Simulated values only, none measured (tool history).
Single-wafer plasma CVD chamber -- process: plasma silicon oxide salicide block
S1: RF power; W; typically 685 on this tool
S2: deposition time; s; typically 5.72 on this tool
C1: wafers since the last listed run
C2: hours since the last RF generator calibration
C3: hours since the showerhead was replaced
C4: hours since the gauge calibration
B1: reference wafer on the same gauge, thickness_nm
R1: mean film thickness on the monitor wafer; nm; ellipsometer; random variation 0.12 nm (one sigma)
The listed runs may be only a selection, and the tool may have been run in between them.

{"run": 1, "hour": 0.0, "S1": 685, "S2": 5.72, "C1": 0, "C2": 2039.4, "C3": 3014.6, "C4": 92.8, "B1": 63.905, "R1": 56.662}
{"run": 2, "hour": 80.1, "S1": 685, "S2": 5.72, "C1": 3141, "C2": 2119.5, "C3": 3094.7, "C4": 172.9, "B1": 63.916, "R1": 56.475}
{"run": 3, "hour": 156.7, "S1": 685, "S2": 5.72, "C1": 3003, "C2": 2196.1, "C3": 3171.3, "C4": 249.5, "B1": 63.907, "R1": 56.773}
{"run": 4, "hour": 219.0, "S1": 610, "S2": 5.72, "C1": 2443, "C2": 2258.4, "C3": 3233.6, "C4": 311.8, "B1": 63.916, "R1": 55.306}
{"run": 5, "hour": 296.0, "S1": 610, "S2": 5.72, "C1": 3019, "C2": 2335.4, "C3": 3310.6, "C4": 388.8, "B1": 63.88, "R1": 54.992}
{"run": 6, "hour": 344.8, "S1": 595, "S2": 5.72, "C1": 1913, "C2": 2384.2, "C3": 3359.4, "C4": 437.6, "B1": 63.897, "R1": 54.57}
{"run": 7, "hour": 409.2, "S1": 595, "S2": 5.72, "C1": 2525, "C2": 2448.6, "C3": 3423.8, "C4": 502, "B1": 63.913, "R1": 54.448}
{"run": 8, "hour": 509.9, "S1": 595, "S2": 5.72, "C1": 3948, "C2": 2549.3, "C3": 3524.5, "C4": 602.7, "B1": 63.901, "R1": 54.395}
{"hour": 581.1, "done": "RF generator calibrated"}
{"run": 9, "hour": 587.0, "S1": 760, "S2": 6.11, "C1": 2709, "C2": 5.9, "C3": 3601.6, "C4": 679.8, "B1": 63.898, "R1": 62.892}
{"run": 10, "hour": 625.3, "S1": 760, "S2": 6.11, "C1": 1501, "C2": 44.2, "C3": 3639.9, "C4": 718.1, "B1": 63.911, "R1": 62.881}
{"run": 11, "hour": 712.7, "S1": 760, "S2": 6.11, "C1": 3427, "C2": 131.6, "C3": 3727.3, "C4": 805.5, "B1": 63.898, "R1": 63.087}
{"run": 12, "hour": 763.0, "S1": 685, "S2": 4.98, "C1": 1972, "C2": 181.9, "C3": 3777.6, "C4": 855.8, "B1": 63.896, "R1": 50.08}
{"run": 13, "hour": 830.6, "S1": 620, "S2": 4.91, "C1": 2650, "C2": 249.5, "C3": 3845.2, "C4": 923.4, "B1": 63.922, "R1": 48.282}
{"hour": 914.1, "done": "showerhead replaced"}
{"run": 14, "hour": 920.5, "S1": 685, "S2": 5.72, "C1": 3211, "C2": 339.4, "C3": 6.4, "C4": 1013.3, "B1": 63.91, "R1": 57.14}
{"run": 15, "hour": 962.5, "S1": 595, "S2": 6.63, "C1": 1647, "C2": 381.4, "C3": 48.4, "C4": 1055.3, "B1": 63.911, "R1": 64.473}
{"run": 16, "hour": 1068.4, "S1": 685, "S2": 6.03, "C1": 4152, "C2": 487.3, "C3": 154.3, "C4": 1161.2, "B1": 63.883, "R1": 60.549}
{"run": 17, "hour": 1116.0, "S1": 685, "S2": 5.72, "C1": 1866, "C2": 534.9, "C3": 201.9, "C4": 1208.8, "B1": 63.908, "R1": 57.466}
{"run": 18, "hour": 1186.7, "S1": 555, "S2": 4.75, "C1": 2772, "C2": 605.6, "C3": 272.6, "C4": 1279.5, "B1": 63.9, "R1": 45.538}
{"run": 19, "hour": 1271.8, "S1": 610, "S2": 5.72, "C1": 3337, "C2": 690.7, "C3": 357.7, "C4": 1364.6, "B1": 63.892, "R1": 55.819}

The next listed run, before its measurement:
{"hour": 1335.5, "done": "gauge calibrated"}
{"run": 20, "hour": 1408.7, "S1": 785, "S2": 6.75, "C1": 5368, "C2": 827.6, "C3": 494.6, "C4": 73.2, "B1": "?", "R1": "?"}

B1: 63.889
R1: 69.931 nm
With no hidden state in the tool, this same run would have given R1 70.198 nm.
